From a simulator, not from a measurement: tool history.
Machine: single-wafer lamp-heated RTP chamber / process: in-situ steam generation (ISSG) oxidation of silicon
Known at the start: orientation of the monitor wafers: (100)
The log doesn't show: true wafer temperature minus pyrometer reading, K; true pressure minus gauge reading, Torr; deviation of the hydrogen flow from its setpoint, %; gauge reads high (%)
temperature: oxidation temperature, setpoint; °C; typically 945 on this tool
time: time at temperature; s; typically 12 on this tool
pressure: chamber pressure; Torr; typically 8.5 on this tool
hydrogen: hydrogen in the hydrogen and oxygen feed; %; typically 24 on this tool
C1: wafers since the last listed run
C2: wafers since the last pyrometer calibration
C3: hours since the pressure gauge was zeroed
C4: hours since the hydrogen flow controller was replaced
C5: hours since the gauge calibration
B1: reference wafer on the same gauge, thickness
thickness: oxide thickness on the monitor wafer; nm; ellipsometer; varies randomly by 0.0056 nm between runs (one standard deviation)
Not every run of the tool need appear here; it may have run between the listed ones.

Run 1, day 0.000: usual settings but temperature 950 °C; C1 0; C2 5716; C3 2341.8; C4 3123.9; C5 179.2; B1 3.940. Result: thickness 3.857 nm.
Run 2, day 0.338: usual settings but temperature 950 °C; C1 46; C2 5763; C3 2349.9; C4 3132.0; C5 187.3; B1 3.943. Result: thickness 3.862 nm.
Run 3, day 0.746: usual settings but temperature 960 °C; C1 56; C2 5820; C3 2359.7; C4 3141.8; C5 197.1; B1 3.940. Result: thickness 3.963 nm.
Run 4, day 1.425: usual settings; C1 94; C2 5915; C3 2376.0; C4 3158.1; C5 213.4; B1 3.940. Result: thickness 3.807 nm.
Run 5, day 1.817: usual settings; C1 54; C2 5969; C3 2385.4; C4 3167.5; C5 222.8; B1 3.941. Result: thickness 3.806 nm.
Run 6, day 2.308: usual settings but temperature 931 °C; C1 68; C2 6037; C3 2397.2; C4 3179.3; C5 234.6; B1 3.941. Result: thickness 3.696 nm.
Run 7, day 2.929: usual settings but temperature 931 °C; C1 86; C2 6124; C3 2412.1; C4 3194.2; C5 249.5; B1 3.941. Result: thickness 3.689 nm.
Run 8, day 3.504: usual settings but temperature 931 °C; C1 79; C2 6204; C3 2425.9; C4 3208.0; C5 263.3; B1 3.939. Result: thickness 3.700 nm.
Run 9, day 3.838: usual settings; C1 46; C2 6250; C3 2433.9; C4 3216.0; C5 271.3; B1 3.940. Result: thickness 3.812 nm.
Run 10, day 4.321: usual settings; C1 67; C2 6317; C3 2445.5; C4 3227.6; C5 282.9; B1 3.940. Result: thickness 3.823 nm.
Run 11, day 4.750: usual settings; C1 59; C2 6377; C3 2455.8; C4 3237.9; C5 293.2; B1 3.941. Result: thickness 3.813 nm.
Run 12, day 5.450: usual settings; C1 97; C2 6474; C3 2472.6; C4 3254.7; C5 310.0; B1 3.940. Result: thickness 3.811 nm.
Run 13, day 5.708: usual settings; C1 35; C2 6510; C3 2478.8; C4 3260.9; C5 316.2; B1 3.941. Result: thickness 3.801 nm.
Run 14, day 6.367: usual settings but time 15 s; C1 91; C2 6602; C3 2494.6; C4 3276.7; C5 332.0; B1 3.940. Result: thickness 4.145 nm.
At day 8.308: pressure gauge zeroed.
Run 15, day 8.329: usual settings but hydrogen 32 %; C1 226; C2 6828; C3 0.5; C4 3323.8; C5 379.1; B1 3.941. Result: thickness 4.115 nm.
Run 16, day 8.371: usual settings; C1 5; C2 6834; C3 1.5; C4 3324.8; C5 380.1; B1 3.941. Result: thickness 3.816 nm.
At day 9.267: pyrometer window cleaned and pyrometer calibrated.
At day 9.579: hydrogen flow controller replaced.
Run 17, day 9.600: usual settings; C1 81; C2 3; C3 31.0; C4 0.5; C5 409.6; B1 3.940. Result: thickness 3.849 nm.
Run 18, day 9.762: usual settings but time 14 s; C1 22; C2 25; C3 34.9; C4 4.4; C5 413.5; B1 3.939. Result: thickness 4.087 nm.
Run 19, day 10.358: usual settings but temperature 953 °C, pressure 9.5 Torr; C1 82; C2 108; C3 49.2; C4 18.7; C5 427.8; B1 3.939. Result: thickness 3.885 nm.
Run 20, day 10.608: usual settings but time 13 s, pressure 8.0 Torr, hydrogen 20 %; C1 34; C2 143; C3 55.2; C4 24.7; C5 433.8; B1 3.940. Result: thickness 3.803 nm.
At day 10.696: gauge calibrated.
Run 21, day 10.875: usual settings but temperature 963 °C; C1 37; C2 180; C3 61.6; C4 31.1; C5 4.3; B1 3.939. Result: thickness 4.045 nm.
Run 22, day 11.412: usual settings but hydrogen 16 %; C1 74; C2 255; C3 74.5; C4 44.0; C5 17.2; B1 3.941. Result: thickness 3.503 nm.
Run 23, day 11.692: usual settings but temperature 936 °C, time 14 s, pressure 7.9 Torr, hydrogen 20 %; C1 38; C2 293; C3 81.2; C4 50.7; C5 23.9; B1 3.939. Result: thickness 3.817 nm.
At day 12.304: pyrometer window cleaned and pyrometer calibrated, repeated, since the last time left the tool worse.
Run 24, day 12.325: usual settings; C1 41; C2 3; C3 96.4; C4 65.9; C5 39.1; B1 3.941. Result: thickness 3.735 nm.
Run 25, day 13.600: usual settings but temperature 930 °C, time 14 s; C1 177; C2 180; C3 127.0; C4 96.5; C5 69.7; B1 3.940. Result: thickness 3.816 nm.
Run 26, day 14.025: usual settings; C1 59; C2 239; C3 137.2; C4 106.7; C5 79.9; B1 3.940. Result: thickness 3.744 nm.

Each row is a separate what-if for the run after 26, all from the same tool condition, not one after another. Results?
Run A, day 14.042: usual settings but time 10 s; C1 2; C2 241; C3 137.6; C4 107.1; C5 80.3; B1 ?. Result: thickness ?.
Run B, day 14.042: usual settings but time 15 s, pressure 9.9 Torr; C1 2; C2 241; C3 137.6; C4 107.1; C5 80.3; B1 ?. Result: thickness ?.
Run C, day 14.042: usual settings but time 15 s, pressure 7.1 Torr, hydrogen 21 %; C1 2; C2 241; C3 137.6; C4 107.1; C5 80.3; B1 ?. Result: thickness ?.

run     B1  thickness
  A  3.940      3.508
  B  3.940      3.975
  C  3.940      3.931
Without the tool's unlogged condition, the same runs would have read:
run  thickness
  A      3.503
  B      3.968
  C      3.924
